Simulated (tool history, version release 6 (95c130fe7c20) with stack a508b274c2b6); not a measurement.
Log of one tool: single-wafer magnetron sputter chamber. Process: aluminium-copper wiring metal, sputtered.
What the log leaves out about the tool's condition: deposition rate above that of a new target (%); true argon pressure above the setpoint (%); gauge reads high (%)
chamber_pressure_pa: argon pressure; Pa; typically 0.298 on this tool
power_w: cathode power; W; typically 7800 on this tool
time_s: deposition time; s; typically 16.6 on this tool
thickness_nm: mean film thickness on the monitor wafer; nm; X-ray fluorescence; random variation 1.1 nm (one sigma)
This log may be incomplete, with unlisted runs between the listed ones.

run,hour,chamber_pressure_pa,power_w,time_s,wafers since the last listed run,wafers on the sputter target,hours since the last manometer calibration,hours since the magnet pack was replaced,hours since the gauge calibration,"read-back reference wafer on the same gauge, thickness_nm",thickness_nm
1,0,0.298,8550,17.3,0,4296,1647.5,10944.5,269.5,278.905,268.753
2,16.9,0.248,9050,16.6,318,4615,1664.4,10961.4,286.4,279.003,274.21
3,39.3,0.298,7800,16.6,421,5037,1686.8,10983.8,308.8,278.813,241.758
# hour 143.7: sputter target and shields replaced
4,145.4,0.298,8400,16.6,1847,32,1792.9,11089.9,414.9,278.945,254.877
5,167.4,0.298,8400,16.6,414,447,1814.9,11111.9,436.9,278.889,253.535
6,192.3,0.298,7800,16.6,469,916,1839.8,11136.8,461.8,278.928,241.136
7,222.4,0.298,7800,16.6,566,1483,1869.9,11166.9,491.9,279.074,240.869
8,242,0.298,7800,16.6,369,1852,1889.5,11186.5,511.5,279.074,241.937
9,257.7,0.298,7800,16.6,295,2148,1905.2,11202.2,527.2,279.22,242.515
10,341.8,0.298,7800,16.6,1584,3732,1989.3,11286.3,611.3,278.758,243.089
11,356.2,0.298,7800,16.6,271,4003,2003.7,11300.7,625.7,278.904,244.347
12,386.1,0.298,9250,15.5,563,4566,2033.6,11330.6,655.6,278.951,256.09
13,416.2,0.298,9250,15.5,566,5133,2063.7,11360.7,685.7,278.789,257.018
14,446.7,0.298,9250,15.5,574,5708,2094.2,11391.2,716.2,279.004,253.565
15,476.1,0.298,7800,16.6,553,6261,2123.6,11420.6,745.6,278.959,242.506
16,495.6,0.298,7800,16.6,367,6629,2143.1,11440.1,765.1,279.009,242.607
# hour 510.5: sputter target and shields replaced
17,514.8,0.21,7800,16.6,210,81,2162.3,11459.3,784.3,278.948,249.502
18,550.3,0.194,7800,16.6,668,749,2197.8,11494.8,819.8,278.877,251.404
19,582.3,0.298,6050,19.7,602,1352,2229.8,11526.8,851.8,278.997,243.182
20,617.5,0.369,7200,16.6,663,2015,2265,11562,887,278.816,224.051
# hour 688.6: magnet pack replaced
21,702,0.298,5900,15.2,1441,3456,2349.5,13.4,971.5,279.202,184.559
22,716.8,0.225,6400,19.7,278,3735,2364.3,28.2,986.3,278.713,259.727
# hour 743: gauge calibrated
23,749.6,0.298,6200,16.6,617,4353,2397.1,61,6.6,278.867,208.984
# hour 760.1: capacitance manometer re-zeroed and calibrated
24,784.4,0.298,7800,16.6,504,4858,24.3,95.8,41.4,279.31,243.031
25,796.5,0.242,7800,16.6,227,5086,36.4,107.9,53.5,278.602,245.053
26,810.4,0.204,6750,19.5,261,5347,50.3,121.8,67.4,279.331,268.052
27,846.1,0.262,9000,14,672,6020,86,157.5,103.1,278.763,228.816
28,872.7,0.195,9450,14.6,501,6521,112.6,184.1,129.7,278.914,253.296
# hour 896: sputter target and shields replaced
29,896.5,0.298,9100,17.9,297,9,136.4,207.9,153.5,279.057,291.67
30,908.7,0.298,7800,16.6,229,239,148.6,220.1,165.7,278.814,242.328
31,939.1,0.298,7800,16.6,572,812,179,250.5,196.1,278.987,242.751
32,1010.7,0.298,7800,16.6,1348,2160,250.6,322.1,267.7,278.955,243.251

How the hidden state differs across the entries between the runs, from the last listed run before each to the first after it:
After run 3, before run 4: sputter target and shields replaced (hour 143.7)
  nothing in the hidden state changes from one run to the other
After run 16, before run 17: sputter target and shields replaced (hour 510.5)
  nothing in the hidden state changes from one run to the other
After run 20, before run 21: magnet pack replaced (hour 688.6)
  nothing in the hidden state changes from one run to the other
After run 22, before run 23: gauge calibrated (hour 743)
  nothing in the hidden state changes from one run to the other
After run 23, before run 24: capacitance manometer re-zeroed and calibrated (hour 760.1)
  nothing in the hidden state changes from one run to the other
After run 28, before run 29: sputter target and shields replaced (hour 896)
  nothing in the hidden state changes from one run to the other
